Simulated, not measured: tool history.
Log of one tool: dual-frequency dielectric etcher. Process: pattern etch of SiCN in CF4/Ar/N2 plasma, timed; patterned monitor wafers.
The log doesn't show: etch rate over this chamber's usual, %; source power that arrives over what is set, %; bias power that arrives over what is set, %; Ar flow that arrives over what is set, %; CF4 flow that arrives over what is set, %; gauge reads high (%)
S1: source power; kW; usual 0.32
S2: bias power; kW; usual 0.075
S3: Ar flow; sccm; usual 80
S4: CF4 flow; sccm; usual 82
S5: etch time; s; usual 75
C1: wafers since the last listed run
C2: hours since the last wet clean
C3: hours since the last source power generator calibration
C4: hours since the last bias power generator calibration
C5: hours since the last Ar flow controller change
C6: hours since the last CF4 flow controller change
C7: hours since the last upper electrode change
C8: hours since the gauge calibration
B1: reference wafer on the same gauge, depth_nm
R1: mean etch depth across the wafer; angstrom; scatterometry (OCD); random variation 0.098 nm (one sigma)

run 1 hour=0 | S1=0.32 S2=0.075 S3=80 S4=82 S5=75 | C1=0 C2=11.8 C3=1769.5 C4=4277.8 C5=3086.1 C6=4834.3 C7=4761.9 C8=33.4 | B1=50.5 | R1=466
-- hour=6.2 Ar flow controller replaced
run 2 hour=19.1 | S1=0.37 S2=0.075 S3=80 S4=82 S5=75 | C1=142 C2=30.9 C3=1788.6 C4=4296.9 C5=12.9 C6=4853.4 C7=4781 C8=52.5 | B1=50.5 | R1=531
run 3 hour=48.9 | S1=0.37 S2=0.075 S3=80 S4=82 S5=75 | C1=323 C2=60.7 C3=1818.4 C4=4326.7 C5=42.7 C6=4883.2 C7=4810.8 C8=82.3 | B1=50.5 | R1=533
run 4 hour=76.7 | S1=0.37 S2=0.075 S3=80 S4=82 S5=75 | C1=301 C2=88.5 C3=1846.2 C4=4354.5 C5=70.5 C6=4911 C7=4838.6 C8=110.1 | B1=50.5 | R1=529
run 5 hour=101.4 | S1=0.32 S2=0.075 S3=80 S4=82 S5=75 | C1=267 C2=113.2 C3=1870.9 C4=4379.2 C5=95.2 C6=4935.7 C7=4863.3 C8=134.8 | B1=50.5 | R1=463
-- hour=121.1 source power generator calibrated
run 6 hour=127.7 | S1=0.32 S2=0.07 S3=80 S4=90 S5=75 | C1=241 C2=139.5 C3=6.6 C4=4405.5 C5=121.5 C6=4962 C7=4889.6 C8=161.1 | B1=50.5 | R1=463
run 7 hour=139.9 | S1=0.32 S2=0.075 S3=80 S4=82 S5=58 | C1=132 C2=151.7 C3=18.8 C4=4417.7 C5=133.7 C6=4974.2 C7=4901.8 C8=173.3 | B1=50.5 | R1=358
run 8 hour=159.9 | S1=0.32 S2=0.064 S3=80 S4=65 S5=75 | C1=216 C2=171.7 C3=38.8 C4=4437.7 C5=153.7 C6=4994.2 C7=4921.8 C8=193.3 | B1=50.5 | R1=433
run 9 hour=181.1 | S1=0.32 S2=0.075 S3=80 S4=82 S5=75 | C1=229 C2=192.9 C3=60 C4=4458.9 C5=174.9 C6=5015.4 C7=4943 C8=214.5 | B1=50.5 | R1=464
run 10 hour=193.3 | S1=0.32 S2=0.075 S3=80 S4=82 S5=75 | C1=132 C2=205.1 C3=72.2 C4=4471.1 C5=187.1 C6=5027.6 C7=4955.2 C8=226.7 | B1=50.5 | R1=462
-- hour=212.3 CF4 flow controller replaced
run 11 hour=223.2 | S1=0.28 S2=0.06 S3=80 S4=67 S5=96.5 | C1=259 C2=235 C3=102.1 C4=4501 C5=217 C6=10.9 C7=4985.1 C8=256.6 | B1=50.5 | R1=491
-- hour=257 upper electrode replaced
run 12 hour=257.5 | S1=0.32 S2=0.059 S3=98 S4=82 S5=86 | C1=111 C2=269.3 C3=136.4 C4=4535.3 C5=251.3 C6=45.2 C7=0.5 C8=290.9 | B1=50.5 | R1=495
run 13 hour=258.9 | S1=0.29 S2=0.075 S3=80 S4=82 S5=75 | C1=15 C2=270.7 C3=137.8 C4=4536.7 C5=252.7 C6=46.6 C7=1.9 C8=292.3 | B1=50.5 | R1=421
-- hour=266.8 bias power generator calibrated
run 14 hour=284.8 | S1=0.32 S2=0.063 S3=62 S4=82 S5=75 | C1=237 C2=296.6 C3=163.7 C4=18 C5=278.6 C6=72.5 C7=27.8 C8=318.2 | B1=50.5 | R1=460
run 15 hour=306.1 | S1=0.32 S2=0.075 S3=80 S4=82 S5=75 | C1=230 C2=317.9 C3=185 C4=39.3 C5=299.9 C6=93.8 C7=49.1 C8=339.5 | B1=50.5 | R1=462
run 16 hour=323.1 | S1=0.32 S2=0.062 S3=80 S4=82 S5=75 | C1=184 C2=334.9 C3=202 C4=56.3 C5=316.9 C6=110.8 C7=66.1 C8=356.5 | B1=50.5 | R1=444
-- hour=381.1 wet clean of the chamber
run 17 hour=403.3 | S1=0.32 S2=0.075 S3=89 S4=82 S5=82 | C1=609 C2=22.2 C3=282.2 C4=136.5 C5=397.1 C6=191 C7=146.3 C8=436.7 | B1=50.5 | R1=502
run 18 hour=429.2 | S1=0.32 S2=0.075 S3=73 S4=82 S5=75 | C1=280 C2=48.1 C3=308.1 C4=162.4 C5=423 C6=216.9 C7=172.2 C8=462.6 | B1=50.5 | R1=469
run 19 hour=527.9 | S1=0.38 S2=0.069 S3=98 S4=90 S5=75 | C1=1070 C2=146.8 C3=406.8 C4=261.1 C5=521.7 C6=315.6 C7=270.9 C8=561.3 | B1=50.5 | R1=528
run 20 hour=543.3 | S1=0.32 S2=0.082 S3=80 S4=82 S5=75 | C1=166 C2=162.2 C3=422.2 C4=276.5 C5=537.1 C6=331 C7=286.3 C8=576.7 | B1=50.5 | R1=473
run 21 hour=574.3 | S1=0.32 S2=0.075 S3=80 S4=82 S5=75 | C1=336 C2=193.2 C3=453.2 C4=307.5 C5=568.1 C6=362 C7=317.3 C8=607.7 | B1=50.5 | R1=463
run 22 hour=590.2 | S1=0.32 S2=0.075 S3=80 S4=82 S5=75 | C1=172 C2=209.1 C3=469.1 C4=323.4 C5=584 C6=377.9 C7=333.2 C8=623.6 | B1=50.5 | R1=464

Forecast each of these 3 alternatives for the next run:
run A hour=590.6 | S1=0.32 S2=0.075 S3=72 S4=82 S5=75 | C1=4 C2=209.5 C3=469.5 C4=323.8 C5=584.4 C6=378.3 C7=333.6 C8=624 | B1=? | R1=?
run B hour=590.6 | S1=0.32 S2=0.075 S3=80 S4=82 S5=82.5 | C1=4 C2=209.5 C3=469.5 C4=323.8 C5=584.4 C6=378.3 C7=333.6 C8=624 | B1=? | R1=?
run C hour=590.6 | S1=0.32 S2=0.081 S3=64 S4=82 S5=75 | C1=4 C2=209.5 C3=469.5 C4=323.8 C5=584.4 C6=378.3 C7=333.6 C8=624 | B1=? | R1=?

run=A B1=50.5 R1=469
run=B B1=50.5 R1=511
run=C B1=50.5 R1=482
Without the tool's hidden state the same runs would have given:
run=A R1=474
run=B R1=515
run=C R1=487
